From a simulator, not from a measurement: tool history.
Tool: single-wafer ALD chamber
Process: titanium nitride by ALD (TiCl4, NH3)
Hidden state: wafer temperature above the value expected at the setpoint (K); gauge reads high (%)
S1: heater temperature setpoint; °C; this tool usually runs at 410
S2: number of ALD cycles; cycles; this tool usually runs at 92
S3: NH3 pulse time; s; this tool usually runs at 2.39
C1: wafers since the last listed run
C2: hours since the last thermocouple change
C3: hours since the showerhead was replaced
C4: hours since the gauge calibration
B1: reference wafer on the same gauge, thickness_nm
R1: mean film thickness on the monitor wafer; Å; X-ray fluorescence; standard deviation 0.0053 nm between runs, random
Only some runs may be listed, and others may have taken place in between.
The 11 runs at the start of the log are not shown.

run	hour	S1	S2	S3	C1	C2	C3	C4	B1	R1
12	301.3	410	92	2.39	55	2502.8	3155.5	566.3	2.076	20.57
13	331.1	410	103	2.39	90	2532.6	3185.3	596.1	2.073	22.91
# hour 341.2: gauge calibrated
14	362.9	410	103	2.39	96	2564.4	3217.1	21.7	2.122	23.52
15	392.1	410	92	3.15	88	2593.6	3246.3	50.9	2.12	21.15
16	419.2	410	92	2.39	82	2620.7	3273.4	78	2.111	20.85
17	438.3	410	92	1.86	58	2639.8	3292.5	97.1	2.11	20.6
18	461.5	410	92	3.3	70	2663	3315.7	120.3	2.107	21.04
# hour 538.3: showerhead replaced
19	548.6	410	81	2.97	240	2750.1	10.3	207.4	2.095	18.28
# hour 584.5: thermocouple changed; heater temperature recalibrated
20	621.2	410	84	1.54	196	36.7	82.9	280	2.089	18.53
21	642.4	410	92	1.76	64	57.9	104.1	301.2	2.087	20.49
22	675.3	410	92	2.39	100	90.8	137	334.1	2.088	20.72
23	711.1	410	97	2.39	108	126.6	172.8	369.9	2.086	21.69
24	734.6	410	92	2.39	71	150.1	196.3	393.4	2.086	20.65
25	757.4	410	92	3.11	69	172.9	219.1	416.2	2.085	20.8
26	780.1	398	92	3.22	69	195.6	241.8	438.9	2.087	20.63
27	806	410	81	1.97	78	221.5	267.7	464.8	2.084	18.05
28	828.4	410	106	2.86	68	243.9	290.1	487.2	2.082	23.91
29	849.9	410	82	2.39	65	265.4	311.6	508.7	2.086	18.27
30	866.6	403	80	1.63	50	282.1	328.3	525.4	2.083	17.63
# hour 877.8: gauge calibrated
31	886.2	410	92	2.39	59	301.7	347.9	8.4	2.136	21.11

Alternative continuations, all from the tool just after run 31; predict every row:
A	886.8	410	92	2.39	1	302.3	348.5	9	?	?
B	886.8	404	92	2.63	1	302.3	348.5	9	?	?
C	886.8	424	107	2.67	1	302.3	348.5	9	?	?
D	886.8	406	92	3.15	1	302.3	348.5	9	?	?
E	886.8	410	107	1.69	1	302.3	348.5	9	?	?

run	B1	R1
A	2.138	21.11
B	2.138	21.15
C	2.138	24.71
D	2.138	21.28
E	2.138	24.23
Had the tool no hidden state, the same runs would have come out as:
run	R1
A	21.05
B	21.09
C	24.64
D	21.22
E	24.16

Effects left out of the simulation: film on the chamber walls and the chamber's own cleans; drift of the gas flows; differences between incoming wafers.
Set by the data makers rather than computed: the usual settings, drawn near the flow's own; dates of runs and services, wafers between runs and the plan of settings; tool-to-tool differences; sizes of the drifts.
